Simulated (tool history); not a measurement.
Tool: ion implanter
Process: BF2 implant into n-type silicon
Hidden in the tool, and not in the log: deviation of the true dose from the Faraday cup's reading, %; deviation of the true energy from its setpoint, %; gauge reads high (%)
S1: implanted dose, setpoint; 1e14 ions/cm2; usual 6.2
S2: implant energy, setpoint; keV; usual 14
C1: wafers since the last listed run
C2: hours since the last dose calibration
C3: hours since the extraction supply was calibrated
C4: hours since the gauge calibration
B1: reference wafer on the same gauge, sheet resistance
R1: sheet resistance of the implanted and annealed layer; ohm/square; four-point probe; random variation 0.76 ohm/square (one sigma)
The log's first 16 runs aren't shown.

run   hour    S1    S2   C1     C2     C3     C4      B1      R1
 17  223.3   6.2    14  477  131.6  120.3    345  317.94  270.96
 18  240.7  7.46  17.5  550    149  137.7  362.4   318.1  229.49
 19  251.6  4.87  17.5  344  159.9  148.6  373.3   317.9  277.43
 20  257.8   6.2    14  196  166.1  154.8  379.5  318.18  269.63
 21    267   6.2    16  290  175.3    164  388.7  318.22  254.67
 22  277.2   6.2    14  322  185.5  174.2  398.9  317.81  268.73
 23  289.7   6.2    14  395    198  186.7  411.4  318.04  269.77
     300.4  -- gauge calibrated
 24  306.8  5.56    14  540  215.1  203.8    6.4  318.15  279.72
 25  320.2   6.2  10.5  423  228.5  217.2   19.8  317.78  303.22
 26  333.7   6.2    14  426    242  230.7   33.3  317.62  269.35
 27  344.7   6.2    14  347    253  241.7   44.3  318.17  267.76
 28  362.7  7.56    14  569    271  259.7   62.3  318.19     253
 29  378.1  7.74    12  487  286.4  275.1   77.7  317.52  268.61

Run 30 comes next. What will it give?
 30  390.9  5.01  11.5  404  299.2  287.9  90.5   ?   ?

Run 30 gave B1 317.93, R1 315.24 ohm/square.
Without the tool's hidden state the same run would have given R1 321.18 ohm/square.

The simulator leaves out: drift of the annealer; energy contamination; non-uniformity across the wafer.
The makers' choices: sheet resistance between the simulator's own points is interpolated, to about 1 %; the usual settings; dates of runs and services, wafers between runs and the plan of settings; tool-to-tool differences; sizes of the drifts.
